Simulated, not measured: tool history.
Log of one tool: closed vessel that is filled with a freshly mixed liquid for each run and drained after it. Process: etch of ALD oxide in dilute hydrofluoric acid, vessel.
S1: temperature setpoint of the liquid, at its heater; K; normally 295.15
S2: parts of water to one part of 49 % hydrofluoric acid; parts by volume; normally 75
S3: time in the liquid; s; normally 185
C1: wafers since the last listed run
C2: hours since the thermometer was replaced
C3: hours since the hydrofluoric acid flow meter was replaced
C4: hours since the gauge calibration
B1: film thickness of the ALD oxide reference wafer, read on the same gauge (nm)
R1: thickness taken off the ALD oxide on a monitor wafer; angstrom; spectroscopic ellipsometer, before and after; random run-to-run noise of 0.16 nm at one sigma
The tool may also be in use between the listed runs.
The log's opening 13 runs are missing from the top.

Run 14, hour 1274.9: usual settings; C1 16774; C2 754.2; C3 1587.2; C4 1577.8; B1 60.00. Result: R1 327.1 angstrom.
At hour 1335.7: thermometer replaced.
Run 15, hour 1356.6: usual settings; C1 5160; C2 20.9; C3 1668.9; C4 1659.5; B1 59.98. Result: R1 326.3 angstrom.
Run 16, hour 1419.2: usual settings but S3 230 s; C1 4003; C2 83.5; C3 1731.5; C4 1722.1; B1 59.98. Result: R1 405.6 angstrom.
Run 17, hour 1459.0: usual settings but S3 230 s; C1 2545; C2 123.3; C3 1771.3; C4 1761.9; B1 60.00. Result: R1 405.8 angstrom.
Run 18, hour 1496.6: usual settings but S1 291.65 K, S2 45 parts by volume, S3 230 s; C1 2404; C2 160.9; C3 1808.9; C4 1799.5; B1 60.01. Result: R1 610.4 angstrom.
Run 19, hour 1558.4: usual settings but S1 291.65 K, S2 100 parts by volume, S3 235 s; C1 3952; C2 222.7; C3 1870.7; C4 1861.3; B1 60.03. Result: R1 262.0 angstrom.
Run 20, hour 1603.8: usual settings but S1 297.65 K; C1 2903; C2 268.1; C3 1916.1; C4 1906.7; B1 59.99. Result: R1 364.0 angstrom.
Run 21, hour 1681.5: usual settings but S3 295 s; C1 4968; C2 345.8; C3 1993.8; C4 1984.4; B1 59.97. Result: R1 521.1 angstrom.
Run 22, hour 1762.4: usual settings but S2 105 parts by volume, S3 295 s; C1 5173; C2 426.7; C3 2074.7; C4 2065.3; B1 60.00. Result: R1 356.9 angstrom.
At hour 1804.7: hydrofluoric acid flow meter replaced.
Run 23, hour 1837.4: usual settings; C1 4732; C2 501.7; C3 32.7; C4 2140.3; B1 59.99. Result: R1 324.7 angstrom.
At hour 1838.8: gauge calibrated.
Run 24, hour 1875.9: usual settings; C1 2462; C2 540.2; C3 71.2; C4 37.1; B1 59.99. Result: R1 326.7 angstrom.
Run 25, hour 1920.3: usual settings but S3 275 s; C1 2839; C2 584.6; C3 115.6; C4 81.5; B1 60.01. Result: R1 488.7 angstrom.
Run 26, hour 1973.0: usual settings; C1 3370; C2 637.3; C3 168.3; C4 134.2; B1 60.00. Result: R1 328.7 angstrom.
At hour 2012.1: thermometer replaced.
Run 27, hour 2012.9: usual settings but S3 250 s; C1 2487; C2 0.8; C3 208.2; C4 174.1; B1 59.99. Result: R1 444.5 angstrom.
Run 28, hour 2073.9: usual settings but S3 110 s; C1 3900; C2 61.8; C3 269.2; C4 235.1; B1 59.98. Result: R1 193.8 angstrom.
Run 29, hour 2170.2: usual settings but S1 291.65 K, S3 285 s; C1 6158; C2 158.1; C3 365.5; C4 331.4; B1 59.99. Result: R1 436.5 angstrom.
Run 30, hour 2237.9: usual settings but S1 298.15 K, S3 135 s; C1 4329; C2 225.8; C3 433.2; C4 399.1; B1 59.99. Result: R1 272.4 angstrom.
Run 31, hour 2442.5: usual settings but S1 291.15 K, S2 110 parts by volume; C1 13084; C2 430.4; C3 637.8; C4 603.7; B1 59.97. Result: R1 182.0 angstrom.
Run 32, hour 2530.0: usual settings; C1 5595; C2 517.9; C3 725.3; C4 691.2; B1 59.98. Result: R1 329.5 angstrom.
Run 33, hour 2663.9: usual settings but S1 291.15 K; C1 8562; C2 651.8; C3 859.2; C4 825.1; B1 60.01. Result: R1 278.2 angstrom.

Run 34 has not been measured yet. What should we expect?
At hour 2723.3: thermometer replaced.
Run 34, hour 2767.0: usual settings; C1 6529; C2 43.7; C3 962.3; C4 928.2; B1 ?. Result: R1 ?.

For run 34 the tool returned B1 59.97, R1 328.9 angstrom.
Without the tool's hidden state the same run would have given R1 328.9 angstrom.
